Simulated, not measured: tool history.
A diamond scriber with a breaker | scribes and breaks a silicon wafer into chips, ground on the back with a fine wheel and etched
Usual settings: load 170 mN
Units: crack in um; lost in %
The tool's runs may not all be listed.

run     day  load  incoming depth of the damage left on the back of the incoming wafer, um  crack  lost
  1       0   151                                                                     0.33   6.95  2.07
  2   4.208   151                                                                     0.42   6.95   2.4
  3   8.021   203                                                                     0.34   8.44  1.79
  4  11.021   199                                                                     0.64   8.33  1.58
  5  15.217   170                                                                     0.74   7.41  1.34
     15.475  -- diamond tip replaced by a new one
  6  17.312   195                                                                     0.69   7.86  1.23
  7  20.212   170                                                                     0.32   7.12  1.46
  8  23.579   170                                                                     0.44   6.98  1.69
  9  25.642   170                                                                     0.45   7.06  1.87
 10  28.462   205                                                                     0.77   8.29  1.21
 11  30.483   205                                                                     0.34   8.01  1.13
 12  33.154   210                                                                      0.5   7.91  1.21
 13  40.483   210                                                                     0.35   7.71  1.03
     42.179  -- load on the tip recalibrated
 14  42.883   205                                                                     0.76   8.62  3.05
 15  45.329   207                                                                     0.69   8.63  3.27
     47.142  -- diamond tip replaced by a new one
 16  48.304   189                                                                     0.77   8.55  1.57
 17  52.371   148                                                                     0.42      7     2
 18  56.308   170                                                                     0.55   7.68  1.02
 19  59.625   143                                                                     0.39    6.9  2.74
 20  63.375   153                                                                     0.65   7.04  1.85
 21  65.517   120                                                                      0.5   5.93   7.5
 22  68.342   125                                                                     0.57   5.95  6.54
 23  70.221   170                                                                     0.79   7.61  1.08
 24  73.708   119                                                                     0.32   5.82   8.8
 25  75.833   128                                                                     0.31   6.13  5.68
 26  77.762   155                                                                      0.6   6.92  2.15
     82.917  -- diamond tip replaced by a new one
 27   87.05   219                                                                     0.65   8.39  2.34

The tool's hidden state at each run:
share of the diamond tip's cutting effectiveness lost through wear, %: 0 in every run
H1: deviation of the load on the tip from its setpoint, %
run      H1
  1   -2.76
  2   -3.73
  3   -4.74
  4   -5.62
  5      -7
  6   -7.74
  7   -8.83
  8   -10.2
  9   -11.1
 10   -12.3
 11   -13.3
 12   -14.6
 13   -18.6
 14   0.739
 15   0.697
 16   0.575
 17   0.281
 18  -0.142
 19  -0.606
 20   -1.25
 21   -1.67
 22   -2.29
 23   -2.74
 24   -3.66
 25   -4.27
 26   -4.86
 27   -8.17
